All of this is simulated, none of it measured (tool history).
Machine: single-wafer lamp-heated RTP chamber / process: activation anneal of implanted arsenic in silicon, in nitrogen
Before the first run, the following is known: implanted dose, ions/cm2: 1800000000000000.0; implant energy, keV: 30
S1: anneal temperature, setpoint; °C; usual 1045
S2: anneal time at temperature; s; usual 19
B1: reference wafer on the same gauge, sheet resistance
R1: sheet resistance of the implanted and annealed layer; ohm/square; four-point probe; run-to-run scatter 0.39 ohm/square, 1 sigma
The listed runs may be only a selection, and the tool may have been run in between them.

run      day    S1  S2      B1     R1
  1        0  1045  19     102  84.56
  2    2.462  1045  19  102.19  84.84
  3    6.592  1045  19   102.1  83.62
  4    8.462  1045  19  102.22  82.79
  5   11.525  1045  19  102.09  82.12
      14.117  -- pyrometer window cleaned and pyrometer calibrated
  6   15.012  1045  19  102.06  84.69
  7     17.1  1045  19  102.03  84.72
  8   20.896  1045  19  102.14  84.49
  9    24.55  1045  19   102.1  83.24
      26.825  -- reflector plate cleaned
 10   27.062  1045  19   102.1  84.92
 11   39.488  1045  19  102.15  82.34
 12   43.288  1033  19  102.03  84.52
      43.775  -- pyrometer window cleaned and pyrometer calibrated
 13   46.517  1033  19   102.1   88.6
 14   50.129  1033  19   102.2  87.78
 15   52.012  1045  15  102.14  86.71
 16   55.846  1045  15  102.12  85.71
      57.612  -- reflector plate cleaned
 17   58.433  1028  14  102.12  92.56
 18   62.746  1045  19  102.15  84.44
 19   64.704  1019  29   102.2  86.77
 20   69.008  1045  19  102.08  83.35
      70.433  -- pyrometer window cleaned and pyrometer calibrated
 21   79.283  1045  19  102.23  84.44
 22    82.75  1020  11  102.07  95.12
      86.329  -- reflector plate cleaned
 23   87.154  1025  29  101.97  85.45
 24   89.612  1015  28  102.14  88.94
 25   91.412  1035  25  102.17  83.55
     102.242  -- pyrometer window cleaned and pyrometer calibrated
     102.621  -- gauge calibrated
 26  104.075  1028  14  102.12  92.91
 27  107.638  1045  19  102.11  84.34
 28  109.617  1045  19  101.95  84.34
       117.1  -- reflector plate cleaned
 29  119.658  1045  27  102.14  81.62
 30  123.521  1033  19  102.22  86.67
 31  126.138  1064  19  102.01  78.92
 32  128.275  1065  24  102.05  76.05
 33  130.042  1057  10  102.14  86.41
 34  132.775  1075  19  102.06  75.66
     134.238  -- pyrometer window cleaned and pyrometer calibrated
 35  135.321  1055  23  102.09  80.14

Exercise: give the hidden state of the tool at every run:
gauge reads high (%): 0 at every run
H1: true wafer temperature minus pyrometer reading, K
H2: wafer temperature error from the tarnished reflector plate, K
run     H1     H2
  1   6.86   3.04
  2   7.92   4.34
  3   9.69   5.87
  4   10.5   6.37
  5   11.8      7
  6   0.86    7.5
  7   1.76   7.72
  8   3.38   8.02
  9   4.95   8.21
 10   6.03  0.857
 11   11.4    6.9
 12     13   7.63
 13    1.2   8.05
 14   2.75   8.37
 15   3.56    8.5
 16    5.2   8.69
 17   6.31  0.874
 18   8.16   3.73
 19      9   4.65
 20   10.8    6.1
 21   4.19   7.76
 22   5.68   8.02
 23   7.57  0.889
 24   8.63   2.67
 25    9.4   3.71
 26  0.922   7.34
 27   2.45   7.74
 28    3.3    7.9
 29   7.61   2.26
 30   9.26   4.43
 31   10.4   5.46
 32   11.3   6.12
 33   12.1   6.56
 34   13.2   7.09
 35  0.768   7.47

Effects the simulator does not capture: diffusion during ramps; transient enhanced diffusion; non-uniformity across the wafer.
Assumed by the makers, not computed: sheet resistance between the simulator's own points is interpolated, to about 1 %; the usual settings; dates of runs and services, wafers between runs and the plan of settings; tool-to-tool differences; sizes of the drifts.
